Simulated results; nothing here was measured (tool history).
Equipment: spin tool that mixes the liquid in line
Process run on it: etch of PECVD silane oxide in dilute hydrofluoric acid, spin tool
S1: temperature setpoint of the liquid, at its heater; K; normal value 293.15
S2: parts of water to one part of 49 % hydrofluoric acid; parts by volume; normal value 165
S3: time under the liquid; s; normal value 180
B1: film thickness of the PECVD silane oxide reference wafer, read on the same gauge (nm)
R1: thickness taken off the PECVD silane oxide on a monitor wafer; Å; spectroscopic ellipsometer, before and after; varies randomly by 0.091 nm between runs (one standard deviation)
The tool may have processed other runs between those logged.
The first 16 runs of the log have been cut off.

run,hour,S1,S2,S3,B1,R1
17,1215.2,295.15,200,260,99.97,235.5
18,1287.2,297.65,205,285,99.99,278.8
19,1378.9,290.15,230,180,100.02,114.1
20,1429.6,293.15,125,180,99.97,264.4
21,1482.3,296.15,125,180,99.94,296.4
22,1549.1,293.15,140,180,99.99,230.1
23,1593.2,293.15,130,180,100.01,252.3
24,1652.3,293.15,165,180,99.97,190.3
25,1709.4,293.15,165,180,99.98,192.1
26,1788.5,293.15,130,180,100.01,252.2
27,1853.2,297.65,95,110,99.99,261.1
28,1924.6,293.15,215,90,100.03,69.6
29,2012.4,295.65,130,220,99.97,336.1
30,2056.2,293.15,165,180,99.99,190.3
31,2126.8,293.15,200,180,100,151.7
32,2206.4,296.65,135,110,100.02,167.7

Here are 5 independent what-if runs from the current tool condition. What would each one return?
A,2206.9,293.15,165,180,?,?
B,2206.9,293.15,235,145,?,?
C,2206.9,293.15,165,130,?,?
D,2206.9,294.65,165,180,?,?
E,2206.9,290.15,130,180,?,?

run,B1,R1
A,99.99,189.5
B,99.99,100.1
C,99.99,136.9
D,99.99,201
E,99.99,220.7
Take away the tool's hidden state, keep each run's random variation, and the runs would have read:
run,R1
A,189.5
B,100.1
C,136.9
D,201
E,220.7

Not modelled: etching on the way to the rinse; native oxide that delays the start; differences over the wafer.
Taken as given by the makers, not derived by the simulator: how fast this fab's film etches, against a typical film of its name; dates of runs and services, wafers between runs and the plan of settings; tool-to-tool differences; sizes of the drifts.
